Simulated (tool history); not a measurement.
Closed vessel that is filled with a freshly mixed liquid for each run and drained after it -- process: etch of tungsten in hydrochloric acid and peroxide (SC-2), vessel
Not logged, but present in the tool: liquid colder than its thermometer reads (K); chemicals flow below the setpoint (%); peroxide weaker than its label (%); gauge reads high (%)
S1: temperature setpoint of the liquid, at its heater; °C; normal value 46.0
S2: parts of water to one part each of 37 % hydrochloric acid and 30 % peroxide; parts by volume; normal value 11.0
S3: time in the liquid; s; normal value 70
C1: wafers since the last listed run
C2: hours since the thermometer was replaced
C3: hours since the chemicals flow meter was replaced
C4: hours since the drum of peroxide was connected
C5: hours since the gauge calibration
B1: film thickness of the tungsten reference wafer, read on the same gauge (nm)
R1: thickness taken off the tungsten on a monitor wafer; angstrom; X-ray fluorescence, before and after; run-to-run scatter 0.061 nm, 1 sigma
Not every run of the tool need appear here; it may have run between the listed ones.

run   hour    S1    S2  S3    C1      C2     C3      C4      C5     B1     R1
  1    0.0  42.0  11.0  70     0   735.8  181.8   853.0   543.2  70.01   79.3
  2   13.5  46.0  11.0  70  1475   749.3  195.3   866.5   556.7  70.00  104.2
  3   44.9  46.0  11.0  70  3431   780.7  226.7   897.9   588.1  69.99  104.3
  4   58.6  46.0  11.0  70  1497   794.4  240.4   911.6   601.8  70.01  103.9
  5   83.5  46.0  11.0  70  2721   819.3  265.3   936.5   626.7  70.01  104.0
  6  109.7  46.0  11.0  70  2863   845.5  291.5   962.7   652.9  70.02  104.3
  7  122.9  46.0  11.0  70  1442   858.7  304.7   975.9   666.1  69.99  103.4
  8  157.5  46.0  15.5  70  3781   893.3  339.3  1010.5   700.7  70.00   76.9
  9  176.2  46.0  13.5  70  2043   912.0  358.0  1029.2   719.4  70.00   86.9
 10  209.0  46.0  13.5  70  3584   944.8  390.8  1062.0   752.2  70.01   87.4
 11  239.4  46.0  13.5  70  3322   975.2  421.2  1092.4   782.6  69.99   86.3
 12  271.5  46.0  11.0  45  3508  1007.3  453.3  1124.5   814.7  69.98   66.8
     273.0  -- chemicals flow meter replaced
 13  295.9  46.0  13.5  70  2557  1031.7   22.9  1148.9   839.1  70.00   86.1
 14  378.1  46.0  11.0  70  8983  1113.9  105.1  1231.1   921.3  70.00  103.0
     410.3  -- new drum of peroxide connected
 15  424.1  46.0  11.0  70  4917  1159.9  151.1    13.8   967.3  70.01  106.9
 16  443.6  41.0   8.0  90  2131  1179.4  170.6    33.3   986.8  69.99  128.4
     456.9  -- thermometer replaced
 17  470.6  53.0  12.5  70  2841    13.7  197.6    60.3  1013.8  70.02  156.0
 18  504.2  46.0  11.0  70  3672    47.3  231.2    93.9  1047.4  70.01  108.3
 19  527.5  42.0  14.0  70  2546    70.6  254.5   117.2  1070.7  70.00   66.1
 20  548.1  42.5   8.0  45  2251    91.2  275.1   137.8  1091.3  69.97   70.5
     560.8  -- gauge calibrated
 21  568.0  46.0  11.0  70  2174   111.1  295.0   157.7     7.2  69.99  107.2
 22  585.6  55.0  16.0  35  1923   128.7  312.6   175.3    24.8  70.01   70.2
 23  609.4  49.0  14.0  70  2601   152.5  336.4   199.1    48.6  70.00  107.6

The next listed run, before its measurement:
 24  629.5  39.5  15.0  35  2196  172.6  356.5  219.2  68.7   ?   ?

Logged for run 24: B1 70.00, R1 26.0 angstrom.
Were there no unlogged condition in the tool, this run, its random variation unchanged, would have produced R1 26.5 angstrom.

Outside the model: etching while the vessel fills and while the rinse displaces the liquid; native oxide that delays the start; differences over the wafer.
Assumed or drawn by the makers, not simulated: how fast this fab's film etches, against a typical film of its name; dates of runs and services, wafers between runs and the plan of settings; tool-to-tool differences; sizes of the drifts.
